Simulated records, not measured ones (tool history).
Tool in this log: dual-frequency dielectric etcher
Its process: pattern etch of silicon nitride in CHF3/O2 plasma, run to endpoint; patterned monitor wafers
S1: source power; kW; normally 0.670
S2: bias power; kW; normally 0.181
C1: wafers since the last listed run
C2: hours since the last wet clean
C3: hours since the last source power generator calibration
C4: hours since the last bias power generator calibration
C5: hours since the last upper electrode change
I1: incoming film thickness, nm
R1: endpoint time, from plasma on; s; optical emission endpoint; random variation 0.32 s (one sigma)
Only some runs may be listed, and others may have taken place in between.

run	hour	S1	S2	C1	C2	C3	C4	C5	I1	R1
1	0.0	0.670	0.170	0	337.2	2034.1	1641.7	5257.3	95.5	73.3
2	47.6	0.670	0.170	447	384.8	2081.7	1689.3	5304.9	95.1	74.7
# hour 73.4: wet clean of the chamber
3	86.0	0.560	0.181	135	12.6	2120.1	1727.7	5343.3	95.4	74.4
4	132.8	0.670	0.181	440	59.4	2166.9	1774.5	5390.1	95.6	69.6
5	162.2	0.670	0.181	276	88.8	2196.3	1803.9	5419.5	94.5	69.3
6	200.1	0.670	0.181	356	126.7	2234.2	1841.8	5457.4	96.2	70.6
# hour 239.7: bias power generator calibrated
7	258.3	0.670	0.181	509	184.9	2292.4	18.6	5515.6	94.3	70.0
# hour 298.0: upper electrode replaced
8	306.7	0.570	0.181	229	233.3	2340.8	67.0	8.7	96.0	75.7
9	366.5	0.590	0.152	562	293.1	2400.6	126.8	68.5	94.3	78.9

Run 10, settings as shown, results not yet in. Your forecast:
# hour 414.3: wet clean of the chamber
10	415.3	0.780	0.207	233	1.0	2449.4	175.6	117.3	94.6	?

For run 10 the tool returned R1 61.5 s.
On a tool with no hidden condition, and with the same random variation, this run would have come out at R1 61.5 s.

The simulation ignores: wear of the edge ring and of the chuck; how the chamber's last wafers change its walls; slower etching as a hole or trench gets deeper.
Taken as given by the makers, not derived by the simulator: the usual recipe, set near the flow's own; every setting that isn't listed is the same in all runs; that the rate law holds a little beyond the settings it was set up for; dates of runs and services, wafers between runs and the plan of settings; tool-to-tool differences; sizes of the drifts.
